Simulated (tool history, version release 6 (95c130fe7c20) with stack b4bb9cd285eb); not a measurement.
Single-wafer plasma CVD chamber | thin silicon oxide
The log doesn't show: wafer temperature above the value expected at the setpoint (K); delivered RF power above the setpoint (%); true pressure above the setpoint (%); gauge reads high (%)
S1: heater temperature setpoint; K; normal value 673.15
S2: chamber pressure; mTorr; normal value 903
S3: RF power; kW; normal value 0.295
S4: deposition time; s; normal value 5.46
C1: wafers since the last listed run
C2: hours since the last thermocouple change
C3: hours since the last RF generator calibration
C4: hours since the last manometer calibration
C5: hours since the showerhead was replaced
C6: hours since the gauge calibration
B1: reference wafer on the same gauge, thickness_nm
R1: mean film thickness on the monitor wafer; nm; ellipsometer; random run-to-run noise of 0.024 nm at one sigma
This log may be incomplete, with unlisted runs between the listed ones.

{"run": 1, "hour": 0.0, "S1": 673.15, "S2": 903, "S3": 0.295, "S4": 5.46, "C1": 0, "C2": 2164.8, "C3": 1066.2, "C4": 2313.6, "C5": 5300.9, "C6": 41.5, "B1": 10.895, "R1": 11.152}
{"run": 2, "hour": 6.8, "S1": 673.15, "S2": 903, "S3": 0.295, "S4": 5.06, "C1": 159, "C2": 2171.6, "C3": 1073, "C4": 2320.4, "C5": 5307.7, "C6": 48.3, "B1": 10.9, "R1": 10.303}
{"run": 3, "hour": 21.7, "S1": 673.15, "S2": 903, "S3": 0.295, "S4": 5.46, "C1": 350, "C2": 2186.5, "C3": 1087.9, "C4": 2335.3, "C5": 5322.6, "C6": 63.2, "B1": 10.898, "R1": 11.182}
{"run": 4, "hour": 31.5, "S1": 673.15, "S2": 903, "S3": 0.295, "S4": 5.46, "C1": 230, "C2": 2196.3, "C3": 1097.7, "C4": 2345.1, "C5": 5332.4, "C6": 73, "B1": 10.898, "R1": 11.127}
{"run": 5, "hour": 44.1, "S1": 673.15, "S2": 846, "S3": 0.295, "S4": 5.23, "C1": 296, "C2": 2208.9, "C3": 1110.3, "C4": 2357.7, "C5": 5345, "C6": 85.6, "B1": 10.904, "R1": 10.297}
{"run": 6, "hour": 59.7, "S1": 673.15, "S2": 846, "S3": 0.295, "S4": 5.23, "C1": 366, "C2": 2224.5, "C3": 1125.9, "C4": 2373.3, "C5": 5360.6, "C6": 101.2, "B1": 10.902, "R1": 10.254}
{"run": 7, "hour": 72.6, "S1": 670.15, "S2": 903, "S3": 0.28, "S4": 5.46, "C1": 303, "C2": 2237.4, "C3": 1138.8, "C4": 2386.2, "C5": 5373.5, "C6": 114.1, "B1": 10.9, "R1": 10.948}
{"run": 8, "hour": 84.6, "S1": 670.15, "S2": 903, "S3": 0.28, "S4": 5.46, "C1": 282, "C2": 2249.4, "C3": 1150.8, "C4": 2398.2, "C5": 5385.5, "C6": 126.1, "B1": 10.895, "R1": 10.986}
{"run": 9, "hour": 100.8, "S1": 670.15, "S2": 903, "S3": 0.28, "S4": 5.46, "C1": 381, "C2": 2265.6, "C3": 1167, "C4": 2414.4, "C5": 5401.7, "C6": 142.3, "B1": 10.895, "R1": 10.945}
{"run": 10, "hour": 112.2, "S1": 673.15, "S2": 903, "S3": 0.295, "S4": 5.46, "C1": 268, "C2": 2277, "C3": 1178.4, "C4": 2425.8, "C5": 5413.1, "C6": 153.7, "B1": 10.902, "R1": 11.165}
{"run": 11, "hour": 123.8, "S1": 673.15, "S2": 903, "S3": 0.295, "S4": 5.46, "C1": 272, "C2": 2288.6, "C3": 1190, "C4": 2437.4, "C5": 5424.7, "C6": 165.3, "B1": 10.898, "R1": 11.149}
{"run": 12, "hour": 138.2, "S1": 673.15, "S2": 903, "S3": 0.295, "S4": 5.46, "C1": 338, "C2": 2303, "C3": 1204.4, "C4": 2451.8, "C5": 5439.1, "C6": 179.7, "B1": 10.9, "R1": 11.136}
{"run": 13, "hour": 167.7, "S1": 673.15, "S2": 903, "S3": 0.295, "S4": 4.73, "C1": 693, "C2": 2332.5, "C3": 1233.9, "C4": 2481.3, "C5": 5468.6, "C6": 209.2, "B1": 10.898, "R1": 9.658}
{"run": 14, "hour": 178.7, "S1": 673.15, "S2": 903, "S3": 0.295, "S4": 5.46, "C1": 258, "C2": 2343.5, "C3": 1244.9, "C4": 2492.3, "C5": 5479.6, "C6": 220.2, "B1": 10.898, "R1": 11.159}
{"hour": 205.4, "done": "RF generator calibrated"}
{"hour": 221.3, "done": "gauge calibrated"}
{"run": 15, "hour": 224.7, "S1": 673.15, "S2": 903, "S3": 0.295, "S4": 5.46, "C1": 893, "C2": 2389.5, "C3": 19.3, "C4": 2538.3, "C5": 5525.6, "C6": 3.4, "B1": 10.902, "R1": 11.166}
{"run": 16, "hour": 231.0, "S1": 673.15, "S2": 1077, "S3": 0.315, "S4": 4.4, "C1": 148, "C2": 2395.8, "C3": 25.6, "C4": 2544.6, "C5": 5531.9, "C6": 9.7, "B1": 10.897, "R1": 10.099}
{"hour": 242.2, "done": "capacitance manometer re-zeroed and calibrated"}
{"run": 17, "hour": 245.0, "S1": 673.15, "S2": 687, "S3": 0.295, "S4": 5.89, "C1": 141, "C2": 2409.8, "C3": 39.6, "C4": 2.8, "C5": 5545.9, "C6": 23.7, "B1": 10.902, "R1": 10.182}
{"run": 18, "hour": 258.8, "S1": 673.15, "S2": 903, "S3": 0.295, "S4": 5.46, "C1": 324, "C2": 2423.6, "C3": 53.4, "C4": 16.6, "C5": 5559.7, "C6": 37.5, "B1": 10.903, "R1": 11.153}
{"hour": 273.6, "done": "thermocouple changed; heater temperature recalibrated"}
{"run": 19, "hour": 274.1, "S1": 673.15, "S2": 903, "S3": 0.245, "S4": 5.88, "C1": 171, "C2": 0.5, "C3": 68.7, "C4": 31.9, "C5": 5575, "C6": 52.8, "B1": 10.9, "R1": 11.318}
{"hour": 290.4, "done": "showerhead replaced"}
{"run": 20, "hour": 290.9, "S1": 673.15, "S2": 903, "S3": 0.295, "S4": 5.46, "C1": 206, "C2": 17.3, "C3": 85.5, "C4": 48.7, "C5": 0.5, "C6": 69.6, "B1": 10.897, "R1": 11.173}
{"run": 21, "hour": 295.3, "S1": 673.15, "S2": 780, "S3": 0.295, "S4": 4.95, "C1": 103, "C2": 21.7, "C3": 89.9, "C4": 53.1, "C5": 4.9, "C6": 74, "B1": 10.9, "R1": 9.23}
{"run": 22, "hour": 309.9, "S1": 682.15, "S2": 960, "S3": 0.295, "S4": 4.64, "C1": 343, "C2": 36.3, "C3": 104.5, "C4": 67.7, "C5": 19.5, "C6": 88.6, "B1": 10.898, "R1": 9.79}
{"run": 23, "hour": 318.7, "S1": 673.15, "S2": 994, "S3": 0.325, "S4": 5.46, "C1": 206, "C2": 45.1, "C3": 113.3, "C4": 76.5, "C5": 28.3, "C6": 97.4, "B1": 10.897, "R1": 12.142}
{"run": 24, "hour": 331.7, "S1": 673.15, "S2": 903, "S3": 0.295, "S4": 5.46, "C1": 305, "C2": 58.1, "C3": 126.3, "C4": 89.5, "C5": 41.3, "C6": 110.4, "B1": 10.899, "R1": 11.141}
{"run": 25, "hour": 340.3, "S1": 673.15, "S2": 972, "S3": 0.295, "S4": 5.46, "C1": 202, "C2": 66.7, "C3": 134.9, "C4": 98.1, "C5": 49.9, "C6": 119, "B1": 10.901, "R1": 11.658}
{"run": 26, "hour": 347.5, "S1": 682.15, "S2": 977, "S3": 0.265, "S4": 6.38, "C1": 169, "C2": 73.9, "C3": 142.1, "C4": 105.3, "C5": 57.1, "C6": 126.2, "B1": 10.899, "R1": 13.138}
{"run": 27, "hour": 358.6, "S1": 665.15, "S2": 903, "S3": 0.355, "S4": 5.06, "C1": 261, "C2": 85, "C3": 153.2, "C4": 116.4, "C5": 68.2, "C6": 137.3, "B1": 10.901, "R1": 11.008}
{"run": 28, "hour": 367.9, "S1": 667.15, "S2": 971, "S3": 0.275, "S4": 6.3, "C1": 218, "C2": 94.3, "C3": 162.5, "C4": 125.7, "C5": 77.5, "C6": 146.6, "B1": 10.9, "R1": 13.161}

For each entry between runs, how does the tool's hidden state at the last listed run before it compare with that at the first listed run after it?
Logged between run 14 and run 15: RF generator calibrated (hour 205.4); gauge calibrated (hour 221.3)
  no hidden state differs between the two runs
Logged between run 16 and run 17: capacitance manometer re-zeroed and calibrated (hour 242.2)
  no hidden state differs between the two runs
Logged between run 18 and run 19: thermocouple changed; heater temperature recalibrated (hour 273.6)
  no hidden state differs between the two runs
Logged between run 19 and run 20: showerhead replaced (hour 290.4)
  no hidden state differs between the two runs
